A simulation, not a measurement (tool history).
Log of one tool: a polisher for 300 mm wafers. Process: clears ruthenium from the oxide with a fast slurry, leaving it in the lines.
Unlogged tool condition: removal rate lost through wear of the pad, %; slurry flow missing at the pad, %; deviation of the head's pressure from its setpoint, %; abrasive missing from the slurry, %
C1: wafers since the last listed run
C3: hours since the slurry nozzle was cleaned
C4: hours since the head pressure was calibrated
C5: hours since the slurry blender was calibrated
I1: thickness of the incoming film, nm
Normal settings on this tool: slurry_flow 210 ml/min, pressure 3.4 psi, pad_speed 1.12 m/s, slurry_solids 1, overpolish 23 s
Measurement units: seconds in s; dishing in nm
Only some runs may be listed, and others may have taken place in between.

Run 1, hour 0: usual settings; C1 0; wafers polished on this pad 780; C3 229.4; C4 1170.9; C5 335.4; I1 189.6. Result: seconds 37.7 s, dishing 69.4 nm.
Run 2, hour 18.8: usual settings; C1 147; wafers polished on this pad 928; C3 248.2; C4 1189.7; C5 354.2; I1 192.4. Result: seconds 38.7 s, dishing 71.2 nm.
Run 3, hour 34.7: usual settings but slurry_solids 1.15; C1 124; wafers polished on this pad 1053; C3 264.1; C4 1205.6; C5 370.1; I1 191.3. Result: seconds 35.7 s, dishing 72.1 nm.
At hour 67.5: worn pad replaced by a new one, repeated, since the last time left the tool worse.
Run 4, hour 69.8: usual settings but slurry_solids 1.15; C1 244; wafers polished on this pad 18; C3 299.2; C4 1240.7; C5 405.2; I1 191.7. Result: seconds 30.4 s, dishing 77 nm.
Run 5, hour 82.1: usual settings but slurry_solids 1.15; C1 96; wafers polished on this pad 114; C3 311.5; C4 1253; C5 417.5; I1 189.6. Result: seconds 30.2 s, dishing 78.1 nm.
Run 6, hour 97.8: usual settings but slurry_flow 145 ml/min, pad_speed 1.36 m/s, slurry_solids 1.2, overpolish 18 s; C1 123; wafers polished on this pad 238; C3 327.2; C4 1268.7; C5 433.2; I1 192.1. Result: seconds 26.1 s, dishing 75.7 nm.
At hour 112.3: head pressure recalibrated.
Run 7, hour 128.8: usual settings but slurry_solids 1.15, overpolish 37 s; C1 227; wafers polished on this pad 465; C3 358.2; C4 16.5; C5 464.2; I1 193.6. Result: seconds 31.3 s, dishing 94 nm.
Run 8, hour 142.6: usual settings but slurry_flow 265 ml/min, pressure 4.4 psi; C1 108; wafers polished on this pad 574; C3 372; C4 30.3; C5 478; I1 192.3. Result: seconds 25 s, dishing 83.3 nm.
Run 9, hour 167.3: usual settings but pad_speed 0.8 m/s, slurry_solids 0.8, overpolish 18 s; C1 194; wafers polished on this pad 768; C3 396.7; C4 55; C5 502.7; I1 187.8. Result: seconds 50.2 s, dishing 49.6 nm.
At hour 169.8: slurry blender recalibrated.
Run 10, hour 191.1: usual settings but pressure 2.6 psi, slurry_solids 1.1; C1 171; wafers polished on this pad 939; C3 420.5; C4 78.8; C5 21.3; I1 187.3. Result: seconds 40.9 s, dishing 68.3 nm.
Run 11, hour 203.3: usual settings but slurry_flow 180 ml/min, slurry_solids 1.25; C1 95; wafers polished on this pad 1035; C3 432.7; C4 91; C5 33.5; I1 191.1. Result: seconds 31.3 s, dishing 79.6 nm.
At hour 225.1: slurry nozzle cleaned.
Run 12, hour 233.2: usual settings but slurry_flow 275 ml/min, pressure 4.3 psi, pad_speed 1.5 m/s, slurry_solids 0.9; C1 227; wafers polished on this pad 1262; C3 8.1; C4 120.9; C5 63.4; I1 187.4. Result: seconds 20.3 s, dishing 88.4 nm.
Run 13, hour 264.9: usual settings but slurry_flow 270 ml/min, overpolish 36 s; C1 249; wafers polished on this pad 1511; C3 39.8; C4 152.6; C5 95.1; I1 190.2. Result: seconds 33.2 s, dishing 88.1 nm.
At hour 292.1: worn pad replaced by a new one.
Run 14, hour 296.9: usual settings; C1 219; wafers polished on this pad 38; C3 71.8; C4 184.6; C5 127.1; I1 187.8. Result: seconds 32.1 s, dishing 75.6 nm.
Run 15, hour 311.8: usual settings but pressure 4.5 psi; C1 117; wafers polished on this pad 155; C3 86.7; C4 199.5; C5 142; I1 190.5. Result: seconds 24.5 s, dishing 86.4 nm.
Run 16, hour 337.1: usual settings but slurry_flow 170 ml/min, pad_speed 0.9 m/s, overpolish 37 s; C1 198; wafers polished on this pad 353; C3 112; C4 224.8; C5 167.3; I1 191. Result: seconds 41.6 s, dishing 81.4 nm.
Run 17, hour 372.7: usual settings but overpolish 28 s; C1 279; wafers polished on this pad 633; C3 147.6; C4 260.4; C5 202.9; I1 187.9. Result: seconds 32.7 s, dishing 82 nm.
Run 18, hour 401.2: usual settings; C1 223; wafers polished on this pad 857; C3 176.1; C4 288.9; C5 231.4; I1 190.1. Result: seconds 33.8 s, dishing 73.2 nm.
Run 19, hour 423.9: usual settings; C1 178; wafers polished on this pad 1035; C3 198.8; C4 311.6; C5 254.1; I1 189. Result: seconds 33.6 s, dishing 71.9 nm.
Run 20, hour 469.8: usual settings but pad_speed 1.5 m/s, overpolish 15 s; C1 360; wafers polished on this pad 1396; C3 244.7; C4 357.5; C5 300; I1 188.9. Result: seconds 25.9 s, dishing 69.6 nm.
At hour 482.8: worn pad replaced by a new one.
Run 21, hour 486.6: usual settings but pad_speed 0.94 m/s, slurry_solids 0.85, overpolish 31 s; C1 100; wafers polished on this pad 30; C3 261.5; C4 374.3; C5 316.8; I1 190.3. Result: seconds 41.7 s, dishing 75.1 nm.
Run 22, hour 501.2: usual settings but pressure 4.3 psi, pad_speed 1.34 m/s, overpolish 10 s; C1 114; wafers polished on this pad 144; C3 276.1; C4 388.9; C5 331.4; I1 192.4. Result: seconds 22 s, dishing 58.6 nm.
Run 23, hour 534.8: usual settings but slurry_flow 190 ml/min, slurry_solids 0.75; C1 263; wafers polished on this pad 408; C3 309.7; C4 422.5; C5 365; I1 190.6. Result: seconds 39.5 s, dishing 67.9 nm.
Run 24, hour 547.1: usual settings; C1 96; wafers polished on this pad 505; C3 322; C4 434.8; C5 377.3; I1 189.2. Result: seconds 32.9 s, dishing 74.3 nm.
Run 25, hour 574.1: usual settings but pad_speed 0.72 m/s; C1 212; wafers polished on this pad 717; C3 349; C4 461.8; C5 404.3; I1 191.2. Result: seconds 50.8 s, dishing 59.5 nm.
Run 26, hour 609.7: usual settings but pad_speed 1.22 m/s; C1 279; wafers polished on this pad 997; C3 384.6; C4 497.4; C5 439.9; I1 194.1. Result: seconds 32.1 s, dishing 74.7 nm.
Run 27, hour 638.7: usual settings but slurry_flow 285 ml/min, pressure 3.1 psi, pad_speed 1.24 m/s, slurry_solids 0.9; C1 227; wafers polished on this pad 1225; C3 413.6; C4 526.4; C5 468.9; I1 188.7. Result: seconds 34.4 s, dishing 70.5 nm.
Run 28, hour 655.9: usual settings; C1 135; wafers polished on this pad 1360; C3 430.8; C4 543.6; C5 486.1; I1 194.3. Result: seconds 34.8 s, dishing 72.8 nm.

Branching from run 28: 4 alternative next runs. What would each branch give?
Run A, hour 656.3: usual settings; C1 3; wafers polished on this pad 1363; C3 431.2; C4 544; C5 486.5; I1 189.4. Result: seconds ?, dishing ?.
Run B, hour 656.3: usual settings but slurry_flow 175 ml/min, pressure 4 psi, pad_speed 0.88 m/s, overpolish 34 s; C1 3; wafers polished on this pad 1363; C3 431.2; C4 544; C5 486.5; I1 189.4. Result: seconds ?, dishing ?.
Run C, hour 656.3: usual settings but slurry_flow 280 ml/min, pressure 2.5 psi, overpolish 16 s; C1 3; wafers polished on this pad 1363; C3 431.2; C4 544; C5 486.5; I1 189.4. Result: seconds ?, dishing ?.
Run D, hour 656.3: usual settings but slurry_flow 265 ml/min, pad_speed 1.42 m/s; C1 3; wafers polished on this pad 1363; C3 431.2; C4 544; C5 486.5; I1 189.4. Result: seconds ?, dishing ?.

run  seconds  dishing
  A     34.3     74.7
  B     37.3     85.3
  C     45.4     50.7
  D     26.8     83.4
Without the tool's hidden state the same runs would have given:
run  seconds  dishing
  A     32.3     76.9
  B     35.1     87.1
  C     42.8     52.9
  D     25.2     85.3
